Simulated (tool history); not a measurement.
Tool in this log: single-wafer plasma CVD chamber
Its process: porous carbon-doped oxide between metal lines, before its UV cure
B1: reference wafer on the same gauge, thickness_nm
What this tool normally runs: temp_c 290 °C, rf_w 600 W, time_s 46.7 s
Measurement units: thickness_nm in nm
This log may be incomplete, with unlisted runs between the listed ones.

run 1 day=0.000 | temp_c=290 rf_w=600 time_s=46.7 | B1=297.137 | thickness_nm=306.619
run 2 day=3.067 | temp_c=290 rf_w=600 time_s=46.7 | B1=296.608 | thickness_nm=308.571
run 3 day=3.912 | temp_c=290 rf_w=600 time_s=46.7 | B1=297.132 | thickness_nm=308.909
run 4 day=5.312 | temp_c=290 rf_w=600 time_s=46.7 | B1=296.958 | thickness_nm=310.311
run 5 day=6.792 | temp_c=290 rf_w=600 time_s=46.7 | B1=297.106 | thickness_nm=308.645
run 6 day=7.867 | temp_c=290 rf_w=600 time_s=46.7 | B1=297.122 | thickness_nm=310.035
run 7 day=8.625 | temp_c=281 rf_w=600 time_s=46.7 | B1=297.341 | thickness_nm=327.234
run 8 day=9.517 | temp_c=290 rf_w=600 time_s=42.6 | B1=296.977 | thickness_nm=281.835
run 9 day=10.421 | temp_c=290 rf_w=600 time_s=42.6 | B1=296.955 | thickness_nm=280.220
run 10 day=11.671 | temp_c=290 rf_w=600 time_s=42.6 | B1=297.006 | thickness_nm=283.739
run 11 day=12.692 | temp_c=296 rf_w=525 time_s=52.3 | B1=297.221 | thickness_nm=299.745
run 12 day=13.250 | temp_c=290 rf_w=600 time_s=46.7 | B1=296.891 | thickness_nm=310.349
run 13 day=13.921 | temp_c=279 rf_w=540 time_s=40.7 | B1=297.334 | thickness_nm=268.466
run 14 day=14.842 | temp_c=278 rf_w=720 time_s=55.7 | B1=296.881 | thickness_nm=452.930
run 15 day=16.342 | temp_c=290 rf_w=600 time_s=46.7 | B1=296.982 | thickness_nm=307.494
run 16 day=17.004 | temp_c=290 rf_w=645 time_s=46.7 | B1=297.102 | thickness_nm=326.822
run 17 day=18.167 | temp_c=295 rf_w=555 time_s=40.0 | B1=296.823 | thickness_nm=242.758
run 18 day=18.700 | temp_c=278 rf_w=720 time_s=55.7 | B1=296.860 | thickness_nm=450.561
run 19 day=20.075 | temp_c=290 rf_w=510 time_s=54.2 | B1=296.470 | thickness_nm=317.687
run 20 day=21.433 | temp_c=276 rf_w=600 time_s=40.1 | B1=297.293 | thickness_nm=295.088
run 21 day=24.921 | temp_c=290 rf_w=600 time_s=43.4 | B1=297.045 | thickness_nm=287.926

Not shown: 5 entries that the log had between the listed runs. Between which runs, and how does the tool's hidden state differ before and after?
Logged between run 1 and run 2: gauge calibrated (day 1.688)
  no difference in the tool's unlogged condition between these two runs
Logged between run 14 and run 15: showerhead replaced (day 15.988); RF generator calibrated (day 16.283)
  no difference in the tool's unlogged condition between these two runs
Logged between run 15 and run 16: gauge calibrated (day 16.788)
  no difference in the tool's unlogged condition between these two runs
Logged between run 17 and run 18: thermocouple changed; heater temperature recalibrated (day 18.629)
  no difference in the tool's unlogged condition between these two runs

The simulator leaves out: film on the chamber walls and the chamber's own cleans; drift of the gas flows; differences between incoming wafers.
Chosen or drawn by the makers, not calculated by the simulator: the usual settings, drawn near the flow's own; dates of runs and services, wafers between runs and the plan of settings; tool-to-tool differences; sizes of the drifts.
